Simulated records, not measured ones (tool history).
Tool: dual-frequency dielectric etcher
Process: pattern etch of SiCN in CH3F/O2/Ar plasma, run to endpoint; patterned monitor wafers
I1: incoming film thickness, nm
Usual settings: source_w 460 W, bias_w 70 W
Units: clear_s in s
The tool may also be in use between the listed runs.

{"run": 1, "day": 0.0, "source_w": 460, "bias_w": 70, "I1": 8.28, "clear_s": 19.9}
{"run": 2, "day": 0.321, "source_w": 460, "bias_w": 70, "I1": 8.29, "clear_s": 20.1}
{"run": 3, "day": 0.775, "source_w": 490, "bias_w": 70, "I1": 8.3, "clear_s": 19.8}
{"run": 4, "day": 1.35, "source_w": 360, "bias_w": 58, "I1": 8.27, "clear_s": 22.7}
{"run": 5, "day": 1.742, "source_w": 360, "bias_w": 58, "I1": 8.24, "clear_s": 22.6}
{"run": 6, "day": 2.375, "source_w": 460, "bias_w": 70, "I1": 8.33, "clear_s": 20.2}
{"run": 7, "day": 3.05, "source_w": 460, "bias_w": 70, "I1": 8.33, "clear_s": 20.3}
{"run": 8, "day": 3.588, "source_w": 520, "bias_w": 70, "I1": 8.36, "clear_s": 19.4}
{"run": 9, "day": 4.167, "source_w": 520, "bias_w": 70, "I1": 8.29, "clear_s": 19.6}
{"run": 10, "day": 4.879, "source_w": 520, "bias_w": 70, "I1": 8.3, "clear_s": 19.6}
{"run": 11, "day": 5.217, "source_w": 400, "bias_w": 70, "I1": 8.27, "clear_s": 20.9}
{"day": 5.954, "done": "bias power generator calibrated"}
{"run": 12, "day": 7.025, "source_w": 400, "bias_w": 70, "I1": 8.27, "clear_s": 20.7}
{"run": 13, "day": 7.512, "source_w": 380, "bias_w": 65, "I1": 8.37, "clear_s": 21.8}
{"run": 14, "day": 7.888, "source_w": 380, "bias_w": 65, "I1": 8.25, "clear_s": 21.5}
{"run": 15, "day": 8.183, "source_w": 460, "bias_w": 70, "I1": 8.3, "clear_s": 20.1}
{"day": 9.742, "done": "upper electrode replaced"}
{"day": 10.462, "done": "wet clean of the chamber"}
{"run": 16, "day": 10.483, "source_w": 460, "bias_w": 70, "I1": 8.31, "clear_s": 20.1}
{"run": 17, "day": 10.496, "source_w": 370, "bias_w": 64, "I1": 8.3, "clear_s": 21.8}
{"run": 18, "day": 10.508, "source_w": 510, "bias_w": 70, "I1": 8.32, "clear_s": 19.5}
{"run": 19, "day": 10.525, "source_w": 460, "bias_w": 70, "I1": 8.25, "clear_s": 20.2}
{"run": 20, "day": 10.771, "source_w": 500, "bias_w": 52, "I1": 8.34, "clear_s": 21.4}
{"run": 21, "day": 11.462, "source_w": 460, "bias_w": 70, "I1": 8.27, "clear_s": 20}
{"run": 22, "day": 11.95, "source_w": 460, "bias_w": 70, "I1": 8.32, "clear_s": 19.9}
{"run": 23, "day": 12.304, "source_w": 460, "bias_w": 70, "I1": 8.23, "clear_s": 20}
{"run": 24, "day": 12.829, "source_w": 460, "bias_w": 70, "I1": 8.31, "clear_s": 20.2}
{"run": 25, "day": 13.362, "source_w": 460, "bias_w": 70, "I1": 8.34, "clear_s": 20.1}
{"run": 26, "day": 14.338, "source_w": 370, "bias_w": 70, "I1": 8.3, "clear_s": 21.1}
{"run": 27, "day": 15.008, "source_w": 510, "bias_w": 79, "I1": 8.34, "clear_s": 18.9}
{"run": 28, "day": 15.429, "source_w": 400, "bias_w": 56, "I1": 8.37, "clear_s": 22.5}
{"run": 29, "day": 15.838, "source_w": 460, "bias_w": 79, "I1": 8.26, "clear_s": 19.2}
{"run": 30, "day": 16.312, "source_w": 460, "bias_w": 70, "I1": 8.25, "clear_s": 20}
{"run": 31, "day": 16.579, "source_w": 390, "bias_w": 64, "I1": 8.28, "clear_s": 21.6}
{"day": 17.279, "done": "source power generator calibrated"}
{"run": 32, "day": 18.292, "source_w": 460, "bias_w": 70, "I1": 8.23, "clear_s": 20.2}
{"run": 33, "day": 18.717, "source_w": 360, "bias_w": 53, "I1": 8.34, "clear_s": 23.6}
{"run": 34, "day": 19.371, "source_w": 460, "bias_w": 70, "I1": 8.38, "clear_s": 20.4}
{"run": 35, "day": 19.842, "source_w": 550, "bias_w": 56, "I1": 8.23, "clear_s": 20.4}
{"run": 36, "day": 20.15, "source_w": 380, "bias_w": 85, "I1": 8.33, "clear_s": 19.9}
{"run": 37, "day": 22.104, "source_w": 530, "bias_w": 53, "I1": 8.35, "clear_s": 21.2}

3 ways to go on from here, each from the tool as it stands after run 37. What would each give?
{"run": "A", "day": 22.121, "source_w": 460, "bias_w": 61, "I1": 8.33, "clear_s": "?"}
{"run": "B", "day": 22.121, "source_w": 540, "bias_w": 59, "I1": 8.33, "clear_s": "?"}
{"run": "C", "day": 22.121, "source_w": 420, "bias_w": 58, "I1": 8.33, "clear_s": "?"}

run=A clear_s=21.3
run=B clear_s=20.6
run=C clear_s=22.2
Without the tool's hidden state the same runs would have given:
run=A clear_s=21.3
run=B clear_s=20.6
run=C clear_s=22.2

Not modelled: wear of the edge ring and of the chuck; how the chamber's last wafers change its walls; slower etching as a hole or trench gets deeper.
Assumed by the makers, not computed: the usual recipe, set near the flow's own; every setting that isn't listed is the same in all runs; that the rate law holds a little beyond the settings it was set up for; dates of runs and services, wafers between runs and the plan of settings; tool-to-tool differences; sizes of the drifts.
